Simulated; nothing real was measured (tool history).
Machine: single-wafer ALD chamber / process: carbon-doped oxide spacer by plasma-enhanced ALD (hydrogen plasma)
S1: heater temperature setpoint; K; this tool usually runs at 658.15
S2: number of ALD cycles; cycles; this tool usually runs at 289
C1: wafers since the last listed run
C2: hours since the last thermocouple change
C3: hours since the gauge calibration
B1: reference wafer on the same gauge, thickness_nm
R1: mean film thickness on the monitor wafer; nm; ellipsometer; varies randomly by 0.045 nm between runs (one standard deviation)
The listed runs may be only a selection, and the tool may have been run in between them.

run   hour      S1   S2   C1      C2     C3      B1      R1
  1    0.0  658.15  289    0  1628.8  301.3  12.032  13.442
  2   68.4  658.15  245  107  1697.2  369.7  12.079  11.399
  3  127.6  658.15  289   93  1756.4  428.9  12.110  13.474
  4  161.3  658.15  264   53  1790.1  462.6  12.116  12.328
  5  205.8  658.15  289   70  1834.6  507.1  12.147  13.447
     258.3  -- gauge calibrated
     270.2  -- thermocouple changed; heater temperature recalibrated
  6  270.7  658.15  289   89     0.5   12.4  11.902  13.275
  7  336.1  658.15  289  103    65.9   77.8  11.958  13.329
  8  369.9  671.15  240   53    99.7  111.6  11.965  11.037
  9  410.2  658.15  289   63   140.0  151.9  11.980  13.344
 10  469.7  658.15  318   93   199.5  211.4  12.006  14.701
 11  512.7  658.15  239   67   242.5  254.4  12.038  11.059
 12  571.8  644.15  289   93   301.6  313.5  12.050  13.543
 13  643.3  658.15  289  112   373.1  385.0  12.093  13.492
 14  706.5  658.15  289   99   436.3  448.2  12.133  13.506

3 options for the next run, each taken on its own from the tool as it stands now. Forecast them:
  A  707.3  658.15  289   1  437.1  449.0   ?   ?
  B  707.3  664.15  304   1  437.1  449.0   ?   ?
  C  707.3  669.15  266   1  437.1  449.0   ?   ?

run      B1      R1
  A  12.130  13.453
  B  12.130  14.151
  C  12.130  12.382
Take away the tool's hidden state, keep each run's random variation, and the runs would have read:
run      R1
  A  13.202
  B  13.887
  C  12.151

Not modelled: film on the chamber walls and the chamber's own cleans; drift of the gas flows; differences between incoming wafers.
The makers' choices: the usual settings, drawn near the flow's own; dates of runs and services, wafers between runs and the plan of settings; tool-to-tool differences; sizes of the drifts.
